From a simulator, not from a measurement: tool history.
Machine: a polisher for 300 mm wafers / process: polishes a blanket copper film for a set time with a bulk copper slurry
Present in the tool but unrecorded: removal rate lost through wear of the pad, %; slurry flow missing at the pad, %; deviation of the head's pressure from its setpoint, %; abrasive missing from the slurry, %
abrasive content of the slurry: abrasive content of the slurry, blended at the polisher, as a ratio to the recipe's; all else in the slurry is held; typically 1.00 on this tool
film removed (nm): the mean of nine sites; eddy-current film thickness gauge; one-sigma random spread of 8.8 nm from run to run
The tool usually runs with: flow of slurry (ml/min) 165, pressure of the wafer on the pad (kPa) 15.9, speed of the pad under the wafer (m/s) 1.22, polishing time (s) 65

run	day	flow of slurry (ml/min)	pressure of the wafer on the pad (kPa)	speed of the pad under the wafer (m/s)	abrasive content of the slurry	polishing time (s)	wafers since the last listed run	wafers polished on this pad	hours since the slurry nozzle was cleaned	hours since the head pressure was calibrated	hours since the slurry blender was calibrated	incoming thickness of the incoming film, nm	film removed (nm)
1	0.000	165	15.9	1.22	1.00	65	0	1096	310.6	943.7	110.4	3301.6	673.9
# day 0.492: slurry nozzle cleaned
2	1.104	165	15.9	1.22	1.00	65	250	1346	14.7	970.2	136.9	3254.4	661.5
3	1.775	165	15.9	1.22	1.00	65	157	1504	30.8	986.3	153.0	3303.1	657.9
# day 2.262: worn pad replaced by a new one
4	2.667	165	15.9	1.22	1.00	65	170	94	52.2	1007.7	174.4	3319.4	657.6
# day 3.721: slurry blender recalibrated
5	4.154	165	18.6	1.22	1.00	65	330	425	87.9	1043.4	10.4	3297.7	767.6
6	4.746	165	18.6	1.22	1.00	65	139	564	102.1	1057.6	24.6	3332.6	779.0
7	5.950	165	15.9	0.90	1.00	65	283	847	131.0	1086.5	53.5	3327.6	540.3
8	6.846	165	15.9	1.04	1.00	65	210	1058	152.5	1108.0	75.0	3337.2	597.8
9	8.179	165	15.9	1.22	1.00	65	313	1372	184.5	1140.0	107.0	3266.4	656.5
# day 9.117: worn pad replaced by a new one
10	9.138	165	15.9	1.22	1.00	65	186	4	207.5	1163.0	130.0	3329.4	656.9
11	9.596	165	15.9	1.22	1.00	65	107	112	218.5	1174.0	141.0	3376.3	667.5
# day 10.438: slurry blender recalibrated
12	11.017	165	12.4	1.22	1.25	65	314	427	252.6	1208.1	13.9	3324.8	539.8
13	12.071	140	18.6	1.22	1.10	80	248	675	277.9	1233.4	39.2	3239.7	967.2
14	13.079	165	12.4	1.22	1.25	74	237	912	302.1	1257.6	63.4	3273.0	621.4
15	14.479	165	19.3	1.22	0.70	46	329	1242	335.7	1291.2	97.0	3334.4	509.4
16	15.200	165	15.9	1.22	1.00	65	169	1411	353.0	1308.5	114.3	3341.1	667.9
# day 15.242: slurry nozzle cleaned
17	16.504	165	20.7	1.22	1.20	42	297	1709	30.3	1339.8	145.6	3301.2	583.1
# day 16.996: worn pad replaced by a new one
18	17.262	120	15.9	1.22	1.00	65	139	62	48.5	1358.0	163.8	3293.9	622.6
# day 18.354: slurry blender recalibrated
19	18.529	165	15.9	1.22	1.00	65	278	341	78.9	1388.4	4.2	3332.6	655.8
20	19.733	165	18.6	1.22	1.00	65	283	624	107.8	1417.3	33.1	3364.4	794.7
21	21.138	165	15.9	1.22	1.00	65	330	955	141.5	1451.0	66.8	3325.2	668.1
# day 21.883: head pressure recalibrated
22	22.375	105	15.9	1.22	1.00	65	271	1226	171.2	11.8	96.5	3348.1	617.2
# day 23.662: worn pad replaced by a new one
23	23.683	120	15.9	0.82	0.90	65	268	5	202.6	43.2	127.9	3317.5	470.0
24	24.638	165	15.9	1.22	1.00	65	224	229	225.5	66.1	150.8	3355.9	683.4
# day 25.083: slurry blender recalibrated
25	25.871	165	15.9	0.90	1.00	65	270	500	255.1	95.7	18.9	3328.9	545.5
26	26.692	165	15.9	1.22	0.80	65	193	693	274.8	115.4	38.6	3365.6	618.3
# day 27.771: slurry nozzle cleaned
27	28.092	165	18.6	0.96	1.00	82	319	1013	7.7	149.0	72.2	3350.5	848.9
28	28.750	165	15.9	1.22	1.00	65	154	1168	23.5	164.8	88.0	3303.3	673.0
29	29.829	150	15.9	1.48	0.80	65	253	1422	49.4	190.7	113.9	3299.8	701.5
# day 30.662: worn pad replaced by a new one
30	31.321	145	18.6	1.56	1.00	65	311	154	85.2	226.5	149.7	3369.1	928.8

4 ways to go on from here, each from the tool as it stands after run 30. What would each give?
A	31.338	165	15.9	1.22	1.00	56	3	158	85.6	226.9	150.1	3316.1	?
B	31.338	145	15.9	0.86	1.00	65	3	158	85.6	226.9	150.1	3316.1	?
C	31.338	220	15.9	1.22	1.00	82	3	158	85.6	226.9	150.1	3316.1	?
D	31.338	165	13.8	1.22	1.00	86	3	158	85.6	226.9	150.1	3316.1	?

run	film removed (nm)
A	572.2
B	514.4
C	868.2
D	764.2
What these runs would have given with no unlogged condition in the tool:
run	film removed (nm)
A	572.2
B	514.4
C	868.2
D	764.2
